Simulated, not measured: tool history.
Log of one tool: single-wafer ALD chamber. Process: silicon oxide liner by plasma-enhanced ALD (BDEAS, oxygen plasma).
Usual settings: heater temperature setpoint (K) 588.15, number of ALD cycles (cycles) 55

| run | hour | heater temperature setpoint (K) | number of ALD cycles (cycles) | wafers since the last listed run | hours since the last thermocouple change | hours since the gauge calibration | read-back reference wafer on the same gauge, thickness_nm | mean film thickness on the monitor wafer (angstrom) |
|---|---|---|---|---|---|---|---|---|
| 1 | 0 | 588.15 | 48 | 0 | 377.1 | 1135 | 3.878 | 40.1 |
| 2 | 73.6 | 588.15 | 48 | 520 | 450.7 | 1208.6 | 3.875 | 39.88 |
| 3 | 120 | 588.15 | 55 | 328 | 497.1 | 1255 | 3.875 | 45.8 |
| 4 | 208.5 | 588.15 | 55 | 625 | 585.6 | 1343.5 | 3.872 | 45.82 |
| 5 | 314.8 | 588.15 | 55 | 751 | 691.9 | 1449.8 | 3.867 | 45.82 |
| 6 | 414 | 588.15 | 55 | 701 | 791.1 | 1549 | 3.865 | 45.67 |
| 7 | 483 | 588.15 | 55 | 487 | 860.1 | 1618 | 3.864 | 45.84 |
| 8 | 540 | 577.15 | 55 | 403 | 917.1 | 1675 | 3.86 | 46.49 |
| 9 | 630.5 | 577.15 | 55 | 640 | 1007.6 | 1765.5 | 3.857 | 46.38 |
| 10 | 730.6 | 588.15 | 55 | 707 | 1107.7 | 1865.6 | 3.856 | 45.63 |
| 11 | 786 | 588.15 | 55 | 391 | 1163.1 | 1921 | 3.857 | 45.32 |
| 12 | 878.5 | 599.15 | 55 | 654 | 1255.6 | 2013.5 | 3.85 | 45.02 |
| 13 | 928.5 | 588.15 | 64 | 353 | 1305.6 | 2063.5 | 3.85 | 52.76 |
| 14 | 1016.3 | 588.15 | 64 | 620 | 1393.4 | 2151.3 | 3.848 | 53.04 |
| 15 | 1095.4 | 588.15 | 64 | 559 | 1472.5 | 2230.4 | 3.848 | 52.96 |
| 16 | 1194.9 | 593.15 | 55 | 703 | 1572 | 2329.9 | 3.844 | 44.99 |
| 17 | 1256.7 | 593.15 | 55 | 437 | 1633.8 | 2391.7 | 3.841 | 45.36 |
| 18 | 1317.2 | 593.15 | 55 | 427 | 1694.3 | 2452.2 | 3.838 | 45.18 |
| 19 | 1399.6 | 588.15 | 55 | 582 | 1776.7 | 2534.6 | 3.835 | 45.39 |
| 20 | 1692 | 588.15 | 55 | 2067 | 2069.1 | 2827 | 3.828 | 45.41 |
|  | 1771.3 | thermocouple changed; heater temperature recalibrated |
| 21 | 1790.9 | 584.15 | 47 | 642 | 19.6 | 2925.9 | 3.826 | 38.93 |
| 22 | 1837.4 | 584.15 | 47 | 328 | 66.1 | 2972.4 | 3.821 | 38.88 |
| 23 | 1892.4 | 584.15 | 47 | 388 | 121.1 | 3027.4 | 3.821 | 38.71 |
| 24 | 1947 | 588.15 | 55 | 386 | 175.7 | 3082 | 3.819 | 45.14 |
|  | 1991.4 | gauge calibrated |
| 25 | 2011.2 | 588.15 | 55 | 454 | 239.9 | 19.8 | 3.893 | 45.95 |
| 26 | 2109.9 | 599.15 | 66 | 698 | 338.6 | 118.5 | 3.89 | 54.48 |
| 27 | 2152.4 | 588.15 | 55 | 300 | 381.1 | 161 | 3.887 | 46.07 |
| 28 | 2253.1 | 581.15 | 65 | 712 | 481.8 | 261.7 | 3.883 | 54.61 |
| 29 | 2300.7 | 576.15 | 55 | 336 | 529.4 | 309.3 | 3.885 | 46.94 |
| 30 | 2391.4 | 588.15 | 55 | 641 | 620.1 | 400 | 3.883 | 45.98 |
| 31 | 2475.8 | 602.15 | 58 | 596 | 704.5 | 484.4 | 3.879 | 47.72 |
| 32 | 2540.8 | 588.15 | 46 | 459 | 769.5 | 549.4 | 3.878 | 38.36 |
| 33 | 2648.2 | 594.15 | 46 | 759 | 876.9 | 656.8 | 3.874 | 38.07 |
| 34 | 2704.6 | 593.15 | 65 | 398 | 933.3 | 713.2 | 3.873 | 53.9 |
| 35 | 2765.7 | 594.15 | 60 | 432 | 994.4 | 774.3 | 3.871 | 49.54 |
| 36 | 2806.2 | 574.15 | 49 | 286 | 1034.9 | 814.8 | 3.87 | 41.66 |
| 37 | 2857.2 | 588.15 | 55 | 360 | 1085.9 | 865.8 | 3.866 | 45.78 |
| 38 | 2921.5 | 583.15 | 47 | 454 | 1150.2 | 930.1 | 3.867 | 39.31 |
| 39 | 2975.3 | 588.15 | 55 | 380 | 1204 | 983.9 | 3.867 | 45.83 |
| 40 | 3036.1 | 588.15 | 60 | 429 | 1264.8 | 1044.7 | 3.862 | 49.98 |
| 41 | 3074 | 578.15 | 64 | 268 | 1302.7 | 1082.6 | 3.863 | 53.82 |
| 42 | 3159.4 | 575.15 | 50 | 603 | 1388.1 | 1168 | 3.86 | 42.18 |
| 43 | 3240.8 | 583.15 | 48 | 575 | 1469.5 | 1249.4 | 3.856 | 40.25 |
| 44 | 3292.9 | 598.15 | 50 | 368 | 1521.6 | 1301.5 | 3.855 | 40.92 |
| 45 | 3378.6 | 593.15 | 62 | 606 | 1607.3 | 1387.2 | 3.854 | 50.76 |
| 46 | 3430.7 | 594.15 | 55 | 368 | 1659.4 | 1439.3 | 3.852 | 45.18 |
| 47 | 3507.2 | 588.15 | 55 | 541 | 1735.9 | 1515.8 | 3.849 | 45.65 |

4 ways to go on from here, each from the tool as it stands after run 47. What would each give?
| A | 3507.7 | 588.15 | 55 | 3 | 1736.4 | 1516.3 | ? | ? |
| B | 3507.7 | 584.15 | 63 | 3 | 1736.4 | 1516.3 | ? | ? |
| C | 3507.7 | 584.15 | 55 | 3 | 1736.4 | 1516.3 | ? | ? |
| D | 3507.7 | 579.15 | 55 | 3 | 1736.4 | 1516.3 | ? | ? |

| run | read-back reference wafer on the same gauge, thickness_nm | mean film thickness on the monitor wafer (angstrom) |
|---|---|---|
| A | 3.85 | 45.42 |
| B | 3.85 | 52.29 |
| C | 3.85 | 45.65 |
| D | 3.85 | 45.93 |
Without the tool's hidden state the same runs would have given:
| run | mean film thickness on the monitor wafer (angstrom) |
|---|---|
| A | 45.9 |
| B | 52.84 |
| C | 46.13 |
| D | 46.42 |
